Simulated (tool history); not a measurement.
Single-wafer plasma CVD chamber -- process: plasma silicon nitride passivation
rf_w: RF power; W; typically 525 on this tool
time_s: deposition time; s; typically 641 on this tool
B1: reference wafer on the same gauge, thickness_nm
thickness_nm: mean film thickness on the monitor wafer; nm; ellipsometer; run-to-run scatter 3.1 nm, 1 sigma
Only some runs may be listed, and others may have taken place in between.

Run 1, hour 0: usual settings but rf_w 600 W, time_s 727 s; B1 1249.687. Result: thickness_nm 1271.096 nm.
At hour 36.8: gauge calibrated.
Run 2, hour 61.4: usual settings but rf_w 600 W, time_s 727 s; B1 1250.311. Result: thickness_nm 1271.162 nm.
Run 3, hour 127.9: usual settings; B1 1250.438. Result: thickness_nm 1067.112 nm.
Run 4, hour 158.7: usual settings; B1 1250.388. Result: thickness_nm 1070.439 nm.
Run 5, hour 198.5: usual settings; B1 1250.566. Result: thickness_nm 1060.465 nm.
Run 6, hour 226.8: usual settings but rf_w 585 W; B1 1249.603. Result: thickness_nm 1104.261 nm.
Run 7, hour 297.4: usual settings but rf_w 585 W; B1 1250.017. Result: thickness_nm 1114.18 nm.
Run 8, hour 334.1: usual settings but rf_w 585 W; B1 1249.928. Result: thickness_nm 1105.376 nm.
Run 9, hour 373.6: usual settings; B1 1249.125. Result: thickness_nm 1062.276 nm.
At hour 393.2: RF generator calibrated.
Run 10, hour 417.7: usual settings; B1 1250.027. Result: thickness_nm 1100.591 nm.
Run 11, hour 460.8: usual settings but rf_w 430 W, time_s 694 s; B1 1248.99. Result: thickness_nm 1103.305 nm.
Run 12, hour 493.3: usual settings; B1 1250.376. Result: thickness_nm 1091.58 nm.
At hour 507: gauge calibrated.
Run 13, hour 543.8: usual settings but rf_w 600 W, time_s 556 s; B1 1249.084. Result: thickness_nm 1000.096 nm.
Run 14, hour 571.4: usual settings but rf_w 600 W, time_s 727 s; B1 1248.999. Result: thickness_nm 1297.861 nm.
At hour 602.5: showerhead replaced.
Run 15, hour 617.7: usual settings but rf_w 420 W, time_s 743 s; B1 1249.213. Result: thickness_nm 1161.97 nm.
Run 16, hour 649.9: usual settings but time_s 597 s; B1 1249.066. Result: thickness_nm 1019.502 nm.

For run 17, what comes out?
Run 17, hour 720.6: usual settings but rf_w 625 W, time_s 515 s; B1 ?. Result: thickness_nm ?.

{"run 17": {"B1": 1250.918, "thickness_nm": 933.936}}
With no hidden state in the tool, this same run would have given thickness_nm 944.228 nm.

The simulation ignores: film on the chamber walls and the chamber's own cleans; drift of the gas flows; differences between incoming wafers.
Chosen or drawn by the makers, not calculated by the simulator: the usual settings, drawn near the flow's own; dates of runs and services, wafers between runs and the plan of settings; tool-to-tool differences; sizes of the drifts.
